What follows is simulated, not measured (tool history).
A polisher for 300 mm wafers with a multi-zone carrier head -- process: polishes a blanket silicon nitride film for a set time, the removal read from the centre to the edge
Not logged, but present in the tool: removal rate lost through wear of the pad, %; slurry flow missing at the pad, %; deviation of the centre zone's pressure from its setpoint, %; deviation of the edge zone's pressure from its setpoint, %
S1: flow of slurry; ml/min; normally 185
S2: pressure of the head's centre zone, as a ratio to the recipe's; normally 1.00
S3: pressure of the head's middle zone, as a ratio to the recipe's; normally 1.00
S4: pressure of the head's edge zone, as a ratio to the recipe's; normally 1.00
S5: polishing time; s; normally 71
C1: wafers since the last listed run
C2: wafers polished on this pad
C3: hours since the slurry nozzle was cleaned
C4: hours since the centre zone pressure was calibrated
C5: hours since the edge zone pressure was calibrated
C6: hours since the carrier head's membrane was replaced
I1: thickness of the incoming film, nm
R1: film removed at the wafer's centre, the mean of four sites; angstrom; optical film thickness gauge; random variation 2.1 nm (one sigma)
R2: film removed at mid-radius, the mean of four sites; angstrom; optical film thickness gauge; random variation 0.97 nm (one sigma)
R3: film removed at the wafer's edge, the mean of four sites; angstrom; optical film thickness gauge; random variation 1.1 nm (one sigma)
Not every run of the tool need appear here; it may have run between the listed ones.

run 1 hour=0.0 | S1=185 S2=1.00 S3=1.03 S4=1.00 S5=71 | C1=0 C2=2 C3=459.5 C4=827.1 C5=547.7 C6=3.6 | I1=735.8 | R1=1466 R2=1443 R3=1484
-- hour=5.5 centre zone pressure recalibrated
run 2 hour=16.3 | S1=185 S2=1.00 S3=1.03 S4=1.00 S5=71 | C1=78 C2=81 C3=475.8 C4=10.8 C5=564.0 C6=19.9 | I1=745.1 | R1=1469 R2=1464 R3=1491
run 3 hour=45.3 | S1=185 S2=1.00 S3=1.03 S4=1.00 S5=71 | C1=159 C2=241 C3=504.8 C4=39.8 C5=593.0 C6=48.9 | I1=742.8 | R1=1430 R2=1451 R3=1487
run 4 hour=59.3 | S1=185 S2=1.00 S3=1.00 S4=1.00 S5=71 | C1=77 C2=318 C3=518.8 C4=53.8 C5=607.0 C6=62.9 | I1=736.3 | R1=1452 R2=1411 R3=1481
run 5 hour=80.6 | S1=185 S2=1.00 S3=1.00 S4=1.00 S5=71 | C1=117 C2=435 C3=540.1 C4=75.1 C5=628.3 C6=84.2 | I1=751.6 | R1=1455 R2=1417 R3=1491
run 6 hour=105.4 | S1=185 S2=0.92 S3=1.00 S4=1.00 S5=50 | C1=136 C2=572 C3=564.9 C4=99.9 C5=653.1 C6=109.0 | I1=723.4 | R1=885 R2=993 R3=1050
run 7 hour=133.0 | S1=185 S2=1.00 S3=1.00 S4=1.00 S5=71 | C1=152 C2=724 C3=592.5 C4=127.5 C5=680.7 C6=136.6 | I1=738.1 | R1=1413 R2=1419 R3=1471
run 8 hour=163.5 | S1=235 S2=0.94 S3=1.00 S4=1.07 S5=62 | C1=167 C2=892 C3=623.0 C4=158.0 C5=711.2 C6=167.1 | I1=738.0 | R1=1188 R2=1304 R3=1425
-- hour=188.1 edge zone pressure recalibrated
run 9 hour=190.3 | S1=185 S2=1.00 S3=1.00 S4=1.00 S5=58 | C1=136 C2=1028 C3=649.8 C4=184.8 C5=2.2 C6=193.9 | I1=756.7 | R1=1157 R2=1145 R3=1222
-- hour=198.0 worn pad replaced by a new one
run 10 hour=212.0 | S1=245 S2=1.00 S3=1.00 S4=1.00 S5=71 | C1=97 C2=76 C3=671.5 C4=206.5 C5=23.9 C6=215.6 | I1=750.9 | R1=1513 R2=1502 R3=1531
-- hour=223.6 slurry nozzle cleaned
run 11 hour=246.9 | S1=185 S2=1.04 S3=1.00 S4=0.95 S5=81 | C1=186 C2=263 C3=23.3 C4=241.4 C5=58.8 C6=250.5 | I1=749.1 | R1=1871 R2=1741 R3=1726
run 12 hour=279.4 | S1=185 S2=1.00 S3=1.00 S4=1.00 S5=71 | C1=178 C2=442 C3=55.8 C4=273.9 C5=91.3 C6=283.0 | I1=735.5 | R1=1534 R2=1528 R3=1547
run 13 hour=300.7 | S1=185 S2=0.96 S3=1.00 S4=1.04 S5=71 | C1=117 C2=559 C3=77.1 C4=295.2 C5=112.6 C6=304.3 | I1=741.2 | R1=1436 R2=1495 R3=1570
run 14 hour=378.0 | S1=245 S2=1.00 S3=1.00 S4=1.00 S5=71 | C1=425 C2=985 C3=154.4 C4=372.5 C5=189.9 C6=381.6 | I1=735.9 | R1=1587 R2=1550 R3=1586
-- hour=392.4 worn pad replaced by a new one
run 15 hour=402.6 | S1=130 S2=1.06 S3=1.07 S4=1.00 S5=49 | C1=113 C2=55 C3=179.0 C4=397.1 C5=214.5 C6=406.2 | I1=752.6 | R1=1034 R2=962 R3=983
run 16 hour=421.6 | S1=185 S2=1.00 S3=1.04 S4=0.92 S5=71 | C1=104 C2=160 C3=198.0 C4=416.1 C5=233.5 C6=425.2 | I1=731.8 | R1=1474 R2=1509 R3=1450
run 17 hour=434.0 | S1=185 S2=1.00 S3=1.00 S4=1.04 S5=71 | C1=68 C2=228 C3=210.4 C4=428.5 C5=245.9 C6=437.6 | I1=743.0 | R1=1486 R2=1458 R3=1579
-- hour=464.7 carrier head's membrane replaced by a new one
run 18 hour=468.7 | S1=185 S2=1.06 S3=1.00 S4=1.00 S5=80 | C1=163 C2=392 C3=245.1 C4=463.2 C5=280.6 C6=4.0 | I1=738.3 | R1=1804 R2=1631 R3=1716
run 19 hour=502.8 | S1=230 S2=1.00 S3=1.00 S4=1.04 S5=71 | C1=187 C2=580 C3=279.2 C4=497.3 C5=314.7 C6=38.1 | I1=743.6 | R1=1537 R2=1522 R3=1598
run 20 hour=533.2 | S1=235 S2=1.08 S3=1.00 S4=1.00 S5=71 | C1=167 C2=747 C3=309.6 C4=527.7 C5=345.1 C6=68.5 | I1=740.4 | R1=1757 R2=1524 R3=1551
-- hour=559.9 worn pad replaced by a new one
run 21 hour=566.7 | S1=185 S2=0.94 S3=1.10 S4=1.00 S5=71 | C1=162 C2=37 C3=343.1 C4=561.2 C5=378.6 C6=102.0 | I1=741.5 | R1=1304 R2=1521 R3=1494
run 22 hour=590.1 | S1=185 S2=1.00 S3=0.94 S4=1.00 S5=71 | C1=128 C2=166 C3=366.5 C4=584.6 C5=402.0 C6=125.4 | I1=735.8 | R1=1464 R2=1377 R3=1498

Consider 4 possible next runs. They are alternatives, not a sequence: every one starts from the tool as it was left by run 22. What does each give?
run A hour=590.5 | S1=185 S2=1.07 S3=1.00 S4=1.00 S5=71 | C1=2 C2=168 C3=366.9 C4=585.0 C5=402.4 C6=125.8 | I1=748.2 | R1=? R2=? R3=?
run B hour=590.5 | S1=230 S2=1.03 S3=1.00 S4=1.00 S5=78 | C1=2 C2=168 C3=366.9 C4=585.0 C5=402.4 C6=125.8 | I1=748.2 | R1=? R2=? R3=?
run C hour=590.5 | S1=185 S2=1.00 S3=1.00 S4=1.08 S5=63 | C1=2 C2=168 C3=366.9 C4=585.0 C5=402.4 C6=125.8 | I1=748.2 | R1=? R2=? R3=?
run D hour=590.5 | S1=205 S2=1.06 S3=0.91 S4=0.95 S5=71 | C1=2 C2=168 C3=366.9 C4=585.0 C5=402.4 C6=125.8 | I1=748.2 | R1=? R2=? R3=?

run=A R1=1629 R2=1420 R3=1493
run=B R1=1775 R2=1639 R3=1699
run=C R1=1290 R2=1261 R3=1404
run=D R1=1649 R2=1377 R3=1464
Without the tool's unlogged condition, the same runs would have read:
run=A R1=1775 R2=1532 R3=1577
run=B R1=1899 R2=1740 R3=1776
run=C R1=1406 R2=1360 R3=1482
run=D R1=1780 R2=1474 R3=1539

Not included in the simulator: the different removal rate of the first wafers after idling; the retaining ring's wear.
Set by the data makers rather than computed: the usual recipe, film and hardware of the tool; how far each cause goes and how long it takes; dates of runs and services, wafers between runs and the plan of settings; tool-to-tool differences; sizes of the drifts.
